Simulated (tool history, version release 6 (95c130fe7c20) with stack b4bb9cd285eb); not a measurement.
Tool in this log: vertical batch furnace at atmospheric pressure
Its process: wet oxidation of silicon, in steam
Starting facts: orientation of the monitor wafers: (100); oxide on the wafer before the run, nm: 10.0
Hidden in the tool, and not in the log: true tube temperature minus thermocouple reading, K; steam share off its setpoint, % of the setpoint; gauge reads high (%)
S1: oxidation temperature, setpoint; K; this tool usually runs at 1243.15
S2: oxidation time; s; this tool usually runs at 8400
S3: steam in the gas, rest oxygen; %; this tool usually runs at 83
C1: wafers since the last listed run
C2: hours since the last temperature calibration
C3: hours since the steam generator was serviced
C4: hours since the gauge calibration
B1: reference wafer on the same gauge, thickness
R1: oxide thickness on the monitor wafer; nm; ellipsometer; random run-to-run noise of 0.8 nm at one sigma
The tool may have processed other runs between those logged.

| run | hour | S1 | S2 | S3 | C1 | C2 | C3 | C4 | B1 | R1 |
|---|---|---|---|---|---|---|---|---|---|---|
| 1 | 0.0 | 1243.15 | 8400 | 83 | 0 | 3153.0 | 1387.4 | 719.8 | 452.56 | 501.69 |
|  | 10.5 | gauge calibrated |
| 2 | 68.8 | 1243.15 | 8400 | 83 | 571 | 3221.8 | 1456.2 | 58.3 | 452.56 | 500.80 |
| 3 | 109.3 | 1243.15 | 8400 | 83 | 336 | 3262.3 | 1496.7 | 98.8 | 453.12 | 500.67 |
| 4 | 149.5 | 1243.15 | 8400 | 83 | 333 | 3302.5 | 1536.9 | 139.0 | 453.09 | 499.19 |
| 5 | 183.3 | 1243.15 | 8400 | 83 | 280 | 3336.3 | 1570.7 | 172.8 | 452.96 | 498.15 |
| 6 | 248.2 | 1243.15 | 8400 | 83 | 539 | 3401.2 | 1635.6 | 237.7 | 453.18 | 496.37 |
| 7 | 308.1 | 1243.15 | 8400 | 83 | 497 | 3461.1 | 1695.5 | 297.6 | 453.05 | 496.69 |
| 8 | 378.0 | 1243.15 | 8400 | 83 | 580 | 3531.0 | 1765.4 | 367.5 | 453.14 | 496.65 |
|  | 437.5 | steam generator serviced |
| 9 | 438.0 | 1243.15 | 8400 | 83 | 299 | 3591.0 | 0.5 | 427.5 | 453.12 | 515.36 |
| 10 | 462.9 | 1243.15 | 8400 | 83 | 206 | 3615.9 | 25.4 | 452.4 | 453.03 | 517.40 |
| 11 | 506.6 | 1265.15 | 8400 | 94 | 363 | 3659.6 | 69.1 | 496.1 | 452.89 | 644.38 |
| 12 | 544.7 | 1232.15 | 6300 | 83 | 316 | 3697.7 | 107.2 | 534.2 | 453.13 | 390.47 |
|  | 589.0 | thermocouples replaced and temperature profile calibrated |
| 13 | 607.2 | 1249.15 | 12570 | 83 | 319 | 18.2 | 169.7 | 596.7 | 453.02 | 682.07 |
| 14 | 634.4 | 1243.15 | 10890 | 90 | 225 | 45.4 | 196.9 | 623.9 | 453.11 | 628.37 |
| 15 | 694.0 | 1243.15 | 10230 | 89 | 495 | 105.0 | 256.5 | 683.5 | 452.91 | 600.30 |
|  | 763.2 | gauge calibrated |
| 16 | 765.5 | 1243.15 | 4770 | 83 | 593 | 176.5 | 328.0 | 2.3 | 453.21 | 338.05 |
| 17 | 811.1 | 1243.15 | 8400 | 83 | 378 | 222.1 | 373.6 | 47.9 | 453.13 | 501.66 |
| 18 | 839.8 | 1235.15 | 6840 | 92 | 238 | 250.8 | 402.3 | 76.6 | 453.02 | 438.37 |
| 19 | 884.9 | 1243.15 | 8400 | 76 | 374 | 295.9 | 447.4 | 121.7 | 453.06 | 472.25 |
| 20 | 919.7 | 1243.15 | 8400 | 83 | 289 | 330.7 | 482.2 | 156.5 | 453.12 | 501.29 |
| 21 | 963.5 | 1243.15 | 8400 | 72 | 363 | 374.5 | 526.0 | 200.3 | 453.22 | 454.80 |

Per-run results on a tool with no hidden state, each run keeping its own random variation:
| run | R1 |
|---|---|
| 1 | 501.33 |
| 2 | 501.29 |
| 3 | 501.69 |
| 4 | 500.75 |
| 5 | 500.19 |
| 6 | 499.34 |
| 7 | 500.59 |
| 8 | 501.69 |
| 9 | 499.37 |
| 10 | 501.18 |
| 11 | 627.05 |
| 12 | 376.00 |
| 13 | 680.36 |
| 14 | 626.77 |
| 15 | 598.92 |
| 16 | 337.23 |
| 17 | 500.84 |
| 18 | 437.67 |
| 19 | 471.78 |
| 20 | 501.00 |
| 21 | 454.72 |
